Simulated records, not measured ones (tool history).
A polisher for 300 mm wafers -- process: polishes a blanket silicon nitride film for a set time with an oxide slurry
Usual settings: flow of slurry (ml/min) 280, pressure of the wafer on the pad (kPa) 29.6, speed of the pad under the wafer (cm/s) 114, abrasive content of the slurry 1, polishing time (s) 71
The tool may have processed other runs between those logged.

run	hour	flow of slurry (ml/min)	pressure of the wafer on the pad (kPa)	speed of the pad under the wafer (cm/s)	abrasive content of the slurry	polishing time (s)	wafers since the last listed run	wafers polished on this pad	hours since the slurry nozzle was cleaned	hours since the head pressure was calibrated	hours since the slurry blender was calibrated	hours since the conditioning disc was replaced	incoming thickness of the incoming film, nm	film removed (Å)
1	0	280	25.5	114	1	71	0	894	299.1	285.5	327.4	393.5	306	396
2	19.5	280	29.6	114	0.8	71	143	1037	318.6	305	346.9	413	313	387
# hour 52.1: slurry blender recalibrated
# hour 70.7: head pressure recalibrated
# hour 90.5: worn pad replaced by a new one
# hour 102.9: conditioning disc replaced and pad reconditioned
3	113.1	280	29.6	114	0.8	71	616	151	412.2	42.4	61	10.2	315	376
# hour 114.4: slurry nozzle cleaned
4	133.8	280	29.6	114	1	71	145	297	19.4	63.1	81.7	30.9	309.9	477
5	147.3	220	29.6	114	1	71	99	396	32.9	76.6	95.2	44.4	309.8	470
6	163.6	280	29.6	88	1.1	71	120	516	49.2	92.9	111.5	60.7	312.3	451
7	183.8	280	29.6	114	1	71	148	665	69.4	113.1	131.7	80.9	313.1	485
8	197.4	280	25.5	114	1	71	100	765	83	126.7	145.3	94.5	310	408
9	233	280	37.2	114	1	71	262	1028	118.6	162.3	180.9	130.1	303.9	606
10	256.6	365	29.6	76	1	71	173	1202	142.2	185.9	204.5	153.7	314.7	398
# hour 286.1: worn pad replaced by a new one
11	287.2	280	29.6	114	1	49	196	8	172.8	216.5	235.1	184.3	306	327
12	301	280	26.2	100	0.8	86	101	109	186.6	230.3	248.9	198.1	305.6	384
13	329.5	225	38.6	114	1.3	58	210	320	215.1	258.8	277.4	226.6	306.4	571
14	357.1	280	29.6	114	1	71	203	523	242.7	286.4	305	254.2	305.9	468
# hour 422.3: head pressure recalibrated
15	459.9	280	29.6	130	1	71	742	1266	345.5	37.6	407.8	357	316.2	493
16	476.9	280	29.6	78	1	71	125	1391	362.5	54.6	424.8	374	307.8	375
17	505.7	280	37.2	134	1	85	212	1603	391.3	83.4	453.6	402.8	310.4	747
# hour 508.6: slurry blender recalibrated
# hour 527.3: worn pad replaced by a new one
18	529.4	280	29.6	114	1	71	130	15	415	107.1	20.8	426.5	309.1	448
# hour 552.5: slurry nozzle cleaned
19	565.3	280	29.6	88	1.1	71	257	272	12.8	143	56.7	462.4	309.8	458
20	586.9	280	20	128	0.7	71	159	431	34.4	164.6	78.3	484	309.9	246
# hour 590.4: conditioning disc replaced and pad reconditioned
21	622.9	280	24.8	114	1	71	250	682	70.4	200.6	114.3	32.5	314.7	400
22	648.7	280	29.6	90	1	71	190	872	96.2	226.4	140.1	58.3	311.6	418
23	665.9	230	25.5	114	1	71	126	999	113.4	243.6	157.3	75.5	309.7	398
24	678.4	240	33.8	114	0.75	85	92	1091	125.9	256.1	169.8	88	306.8	503
25	701.2	320	34.5	132	1	64	168	1259	148.7	278.9	192.6	110.8	308.7	552

Table of differences, measured result less the result of that run with no hidden state. Run-to-run variation is the same in both. Gauge scatter possibly is not:
Hidden conditions of the tool in this case: removal rate lost through wear of the pad, %; slurry flow missing at the pad, %; deviation of the head's pressure from its setpoint, %; abrasive missing from the slurry, %; time polished since the conditioner stopped cutting, s.
run	film removed (Å)
1	-16
2	-17
3	-26
4	-4
5	-7
6	-6
7	-7
8	-7
9	-14
10	-7
11	-10
12	-12
13	-27
14	-20
15	-33
16	-27
17	-59
18	-39
19	-2
20	-2
21	-4
22	-5
23	-7
24	-10
25	-10
